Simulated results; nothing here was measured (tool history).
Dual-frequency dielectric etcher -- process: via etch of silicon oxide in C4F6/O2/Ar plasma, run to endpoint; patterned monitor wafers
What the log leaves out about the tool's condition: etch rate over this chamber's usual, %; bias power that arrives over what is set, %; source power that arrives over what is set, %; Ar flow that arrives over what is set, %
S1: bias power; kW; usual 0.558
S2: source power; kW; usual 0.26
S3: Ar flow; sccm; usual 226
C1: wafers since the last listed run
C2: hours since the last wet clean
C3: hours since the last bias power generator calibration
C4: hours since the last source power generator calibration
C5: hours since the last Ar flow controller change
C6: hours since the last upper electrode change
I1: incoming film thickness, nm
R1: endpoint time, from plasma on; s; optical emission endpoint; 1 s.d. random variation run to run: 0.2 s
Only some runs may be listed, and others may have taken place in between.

Run 1, hour 0: usual settings; C1 0; C2 333.9; C3 1427.2; C4 2942.7; C5 1392; C6 5119.6; I1 143.1. Result: R1 33.6 s.
Run 2, hour 59.9: usual settings; C1 657; C2 393.8; C3 1487.1; C4 3002.6; C5 1451.9; C6 5179.5; I1 144.2. Result: R1 33.6 s.
Run 3, hour 138.9: usual settings; C1 866; C2 472.8; C3 1566.1; C4 3081.6; C5 1530.9; C6 5258.5; I1 145.5. Result: R1 33.5 s.
At hour 185.7: wet clean of the chamber.
Run 4, hour 196.1: usual settings; C1 364; C2 10.4; C3 1623.3; C4 3138.8; C5 1588.1; C6 5315.7; I1 142.6. Result: R1 34.2 s.
Run 5, hour 294.5: usual settings but S1 0.457 kW; C1 1079; C2 108.8; C3 1721.7; C4 3237.2; C5 1686.5; C6 5414.1; I1 144.4. Result: R1 37.2 s.
Run 6, hour 380.1: usual settings but S3 193 sccm; C1 939; C2 194.4; C3 1807.3; C4 3322.8; C5 1772.1; C6 5499.7; I1 143.1. Result: R1 33.1 s.
Run 7, hour 462.4: usual settings; C1 903; C2 276.7; C3 1889.6; C4 3405.1; C5 1854.4; C6 5582; I1 144.2. Result: R1 34.2 s.
Run 8, hour 558.6: usual settings; C1 1055; C2 372.9; C3 1985.8; C4 3501.3; C5 1950.6; C6 5678.2; I1 143.8. Result: R1 33.9 s.
Run 9, hour 627.5: usual settings; C1 756; C2 441.8; C3 2054.7; C4 3570.2; C5 2019.5; C6 5747.1; I1 143. Result: R1 33.2 s.
At hour 662.1: wet clean of the chamber.
Run 10, hour 717.6: usual settings; C1 725; C2 55.5; C3 2144.8; C4 3660.3; C5 2109.6; C6 5837.2; I1 142.6. Result: R1 34.1 s.
At hour 769.7: source power generator calibrated.
At hour 775.8: upper electrode replaced.
Run 11, hour 816.4: usual settings; C1 973; C2 154.3; C3 2243.6; C4 46.7; C5 2208.4; C6 40.6; I1 144.8. Result: R1 34.4 s.
Run 12, hour 906.1: usual settings; C1 984; C2 244; C3 2333.3; C4 136.4; C5 2298.1; C6 130.3; I1 142.9. Result: R1 33.7 s.
Run 13, hour 1001.5: usual settings; C1 1046; C2 339.4; C3 2428.7; C4 231.8; C5 2393.5; C6 225.7; I1 143.9. Result: R1 33.2 s.
Run 14, hour 1082.7: usual settings but S1 0.691 kW, S3 254 sccm; C1 891; C2 420.6; C3 2509.9; C4 313; C5 2474.7; C6 306.9; I1 144.3. Result: R1 31.4 s.
Run 15, hour 1134.8: usual settings but S1 0.593 kW, S2 0.31 kW, S3 261 sccm; C1 571; C2 472.7; C3 2562; C4 365.1; C5 2526.8; C6 359; I1 142.9. Result: R1 30.8 s.
At hour 1179.3: wet clean of the chamber.
Run 16, hour 1223.8: usual settings but S2 0.31 kW, S3 251 sccm; C1 713; C2 44.5; C3 2651; C4 454.1; C5 2615.8; C6 448; I1 144.5. Result: R1 33 s.
Run 17, hour 1307.9: usual settings but S1 0.424 kW, S2 0.28 kW; C1 922; C2 128.6; C3 2735.1; C4 538.2; C5 2699.9; C6 532.1; I1 143.2. Result: R1 37 s.
Run 18, hour 1368.7: usual settings but S1 0.442 kW; C1 667; C2 189.4; C3 2795.9; C4 599; C5 2760.7; C6 592.9; I1 144.8. Result: R1 37.3 s.
Run 19, hour 1449.4: usual settings; C1 885; C2 270.1; C3 2876.6; C4 679.7; C5 2841.4; C6 673.6; I1 143.3. Result: R1 33.7 s.
At hour 1508.6: bias power generator calibrated.
Run 20, hour 1513: usual settings but S1 0.608 kW, S3 187 sccm; C1 653; C2 333.7; C3 4.4; C4 743.3; C5 2905; C6 737.2; I1 143.9. Result: R1 31.3 s.
Run 21, hour 1570.1: usual settings; C1 626; C2 390.8; C3 61.5; C4 800.4; C5 2962.1; C6 794.3; I1 143.4. Result: R1 33.2 s.
At hour 1578: Ar flow controller replaced.
At hour 1696.3: wet clean of the chamber.
Run 22, hour 1696.8: usual settings but S1 0.608 kW, S3 187 sccm; C1 1061; C2 0.5; C3 188.2; C4 927.1; C5 118.8; C6 921; I1 142.6. Result: R1 32.3 s.
Run 23, hour 1762.2: usual settings but S1 0.667 kW, S3 190 sccm; C1 717; C2 65.9; C3 253.6; C4 992.5; C5 184.2; C6 986.4; I1 143.8. Result: R1 31.2 s.
Run 24, hour 1853.5: usual settings; C1 1001; C2 157.2; C3 344.9; C4 1083.8; C5 275.5; C6 1077.7; I1 144.4. Result: R1 34.2 s.
Run 25, hour 1957.7: usual settings but S2 0.29 kW, S3 243 sccm; C1 1143; C2 261.4; C3 449.1; C4 1188; C5 379.7; C6 1181.9; I1 144. Result: R1 32.8 s.
Run 26, hour 2063.6: usual settings; C1 1162; C2 367.3; C3 555; C4 1293.9; C5 485.6; C6 1287.8; I1 142.8. Result: R1 33.2 s.
Run 27, hour 2126.6: usual settings but S2 0.22 kW; C1 691; C2 430.3; C3 618; C4 1356.9; C5 548.6; C6 1350.8; I1 143.4. Result: R1 35.4 s.
At hour 2232.8: wet clean of the chamber.
Run 28, hour 2233.3: usual settings; C1 907; C2 0.5; C3 724.7; C4 1463.6; C5 655.3; C6 1457.5; I1 142.3. Result: R1 34.1 s.
Run 29, hour 2259.3: usual settings but S1 0.506 kW, S2 0.21 kW, S3 245 sccm; C1 285; C2 26.5; C3 750.7; C4 1489.6; C5 681.3; C6 1483.5; I1 145.3. Result: R1 39.8 s.
Run 30, hour 2301.9: usual settings but S1 0.434 kW, S2 0.22 kW, S3 193 sccm; C1 467; C2 69.1; C3 793.3; C4 1532.2; C5 723.9; C6 1526.1; I1 143.1. Result: R1 39.1 s.

Below are 3 alternative next runs, each starting from the tool's condition after run 30. Predict each:
Run A, hour 2302.3: usual settings but S1 0.647 kW; C1 4; C2 69.5; C3 793.7; C4 1532.6; C5 724.3; C6 1526.5; I1 145.1. Result: R1 ?.
Run B, hour 2302.3: usual settings but S2 0.32 kW, S3 202 sccm; C1 4; C2 69.5; C3 793.7; C4 1532.6; C5 724.3; C6 1526.5; I1 145.1. Result: R1 ?.
Run C, hour 2302.3: usual settings but S2 0.23 kW; C1 4; C2 69.5; C3 793.7; C4 1532.6; C5 724.3; C6 1526.5; I1 145.1. Result: R1 ?.

run    R1
  A  32.6
  B  31.3
  C  36.4
Take away the tool's hidden state, keep each run's random variation, and the runs would have read:
run    R1
  A  33.2
  B  31.8
  C    37
